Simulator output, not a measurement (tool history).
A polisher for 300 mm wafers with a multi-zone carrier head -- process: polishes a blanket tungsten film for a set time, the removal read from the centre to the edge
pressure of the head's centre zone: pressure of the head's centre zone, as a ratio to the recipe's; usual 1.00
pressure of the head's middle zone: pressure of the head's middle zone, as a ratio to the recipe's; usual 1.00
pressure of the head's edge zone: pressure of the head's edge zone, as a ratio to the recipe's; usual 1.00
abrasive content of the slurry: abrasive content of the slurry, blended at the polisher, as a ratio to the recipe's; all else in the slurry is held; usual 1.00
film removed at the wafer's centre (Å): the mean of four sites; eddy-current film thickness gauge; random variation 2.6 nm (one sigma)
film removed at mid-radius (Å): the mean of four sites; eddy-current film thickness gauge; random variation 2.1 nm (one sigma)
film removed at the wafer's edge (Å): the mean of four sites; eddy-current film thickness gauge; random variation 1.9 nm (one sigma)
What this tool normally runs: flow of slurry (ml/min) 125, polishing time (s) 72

run	hour	flow of slurry (ml/min)	pressure of the head's centre zone	pressure of the head's middle zone	pressure of the head's edge zone	abrasive content of the slurry	polishing time (s)	incoming thickness of the incoming film, nm	film removed at the wafer's centre (Å)	film removed at mid-radius (Å)	film removed at the wafer's edge (Å)
1	0.0	125	1.00	1.04	1.00	1.00	72	1020.9	2788	2954	2835
2	18.3	85	0.94	1.00	0.93	1.00	72	1021.6	2390	2612	2553
3	41.0	125	1.06	1.05	1.11	0.80	72	1036.9	2694	2741	2718
4	58.1	125	1.00	1.00	1.00	1.00	72	1016.7	2751	2817	2780
5	85.8	90	0.91	1.00	1.00	1.00	72	1021.3	2247	2557	2604
# hour 155.4: edge zone pressure recalibrated
# hour 172.0: worn pad replaced by a new one
6	186.5	125	1.00	1.00	1.00	1.00	72	1032.6	2848	2902	2897
7	209.5	125	1.00	1.00	1.00	1.00	72	1000.7	2828	2929	2908
8	222.2	125	1.00	1.00	1.00	1.00	72	1037.8	2798	2874	2806
# hour 230.2: carrier head's membrane replaced by a new one
9	250.7	140	0.92	1.00	1.08	1.25	72	1038.8	2780	3092	3160
10	284.5	125	0.93	1.00	1.00	1.00	72	1022.3	2540	2808	2779
11	301.6	125	1.04	1.09	1.00	0.70	72	1003.1	2517	2693	2463
12	332.9	125	1.00	1.00	1.00	1.00	72	1020.3	2652	2791	2722
13	363.2	125	1.00	1.00	1.00	1.25	72	1002.1	2863	2917	2867
# hour 367.7: slurry nozzle cleaned
14	389.4	125	1.00	1.00	1.00	1.00	72	1010.4	2596	2715	2659
15	415.1	100	1.00	1.00	1.00	1.00	72	1027.4	2467	2568	2542
16	427.2	125	1.00	1.00	1.00	1.00	72	1031.8	2555	2639	2616
# hour 452.6: worn pad replaced by a new one
17	455.4	125	1.03	1.11	1.00	0.90	54	1025.7	2146	2356	2136
18	482.1	125	1.00	1.00	1.00	1.25	72	1004.7	3040	3152	3067
19	515.8	125	1.09	0.88	1.00	1.00	72	1007.5	3043	2587	2866
20	528.1	125	0.88	1.00	0.96	0.90	72	1005.1	2382	2814	2692
21	556.4	125	1.00	1.00	1.00	1.00	72	1039.5	2738	2880	2792

Predict each of these 4 candidate next runs independently; none follows another, all start after run 21:
A	556.9	125	1.00	1.00	1.00	1.00	72	1018.1	?	?	?
B	556.9	125	0.90	1.00	1.03	0.80	72	1018.1	?	?	?
C	556.9	125	1.00	1.05	1.00	1.00	72	1018.1	?	?	?
D	556.9	160	1.04	1.00	1.00	0.90	65	1018.1	?	?	?

run	film removed at the wafer's centre (Å)	film removed at mid-radius (Å)	film removed at the wafer's edge (Å)
A	2727	2866	2799
B	2285	2672	2646
C	2727	2987	2797
D	2607	2618	2525
Stripped of hidden state, with their random variation kept, the same runs would have yielded:
run	film removed at the wafer's centre (Å)	film removed at mid-radius (Å)	film removed at the wafer's edge (Å)
A	2878	3024	2954
B	2411	2820	2792
C	2879	3152	2952
D	2752	2763	2665
